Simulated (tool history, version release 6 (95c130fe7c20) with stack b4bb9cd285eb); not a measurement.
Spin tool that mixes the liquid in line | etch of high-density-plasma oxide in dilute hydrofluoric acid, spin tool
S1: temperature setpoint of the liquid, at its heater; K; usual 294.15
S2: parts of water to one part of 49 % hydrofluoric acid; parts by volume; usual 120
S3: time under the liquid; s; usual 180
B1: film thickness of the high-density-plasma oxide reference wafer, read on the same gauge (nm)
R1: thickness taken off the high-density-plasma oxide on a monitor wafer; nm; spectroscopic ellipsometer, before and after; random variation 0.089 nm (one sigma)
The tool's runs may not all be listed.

run     day      S1   S2   S3      B1     R1
  1       0  294.15   85  180  100.04  15.27
  2   1.108  294.15  120  180  100.03  10.39
  3   8.892  294.15  120  180   99.97  10.52
  4    10.9  294.15  120  180   99.98  10.41
  5  12.525  294.15  120  180   99.99  10.51
  6  14.746  294.15  120  180   99.97  10.47
  7  16.417  294.15  120  180   99.97  10.59
  8  18.079  294.15  120  180   99.98  10.59
  9  19.988  294.15  120  180   99.97  10.45
 10  21.962  294.15  120  215   99.98  12.41
 11  24.338  295.15  120  115   99.99   6.99
 12  25.804  295.15  120  115  100.03   6.98
 13  27.042  291.15   70  290   99.99  26.81
 14  28.496  295.65   80  135  100.04  13.16
 15  31.429  294.15  120  180   99.99  10.47
 16  32.529  294.15  145  180  100.02   8.54
 17  34.625  294.15   60  180   99.97  22.62
 18   35.65  294.15  120  220     100  13.01
 19  38.567  294.15  170  235   99.99   9.11
 20  40.467  290.15  135  135  100.01   5.94
 21  43.192  291.65  175  270  100.01    9.2
 22  44.575  297.65  120  180  100.01  11.88
 23  46.496  294.15  145  180  100.02    8.5
 24  48.917  297.15  145  110   99.95   5.79
 25  51.612  294.15  120  230     100  13.41
 26  53.733  296.15  145  115  100.03   5.88
 27  54.808  296.65  140  180   99.97   9.65
 28  56.017  291.65   65  180     100  18.64
 29  57.592  294.15  120  180     100  10.58
 30  59.342  295.15  120  115   99.96   7.06
 31  61.379  294.15  120  180   99.97  10.71
 32  63.779  297.65   95  275  100.02  24.23
 33   65.65  290.15   85  255  100.02  18.64

Not shown: 5 entries that the log had between the listed runs. Between which runs, and how does the tool's hidden state differ before and after?
Between runs 1 and 2: thermometer replaced (day 0.158)
  no hidden state differs between the two runs
Between runs 13 and 14: hydrofluoric acid flow meter replaced (day 28.075)
  no hidden state differs between the two runs
Between runs 16 and 17: thermometer replaced (day 33.533)
  no hidden state differs between the two runs
Between runs 18 and 19: gauge calibrated (day 35.65)
  no hidden state differs between the two runs
Between runs 32 and 33: thermometer replaced (day 65.396)
  no hidden state differs between the two runs

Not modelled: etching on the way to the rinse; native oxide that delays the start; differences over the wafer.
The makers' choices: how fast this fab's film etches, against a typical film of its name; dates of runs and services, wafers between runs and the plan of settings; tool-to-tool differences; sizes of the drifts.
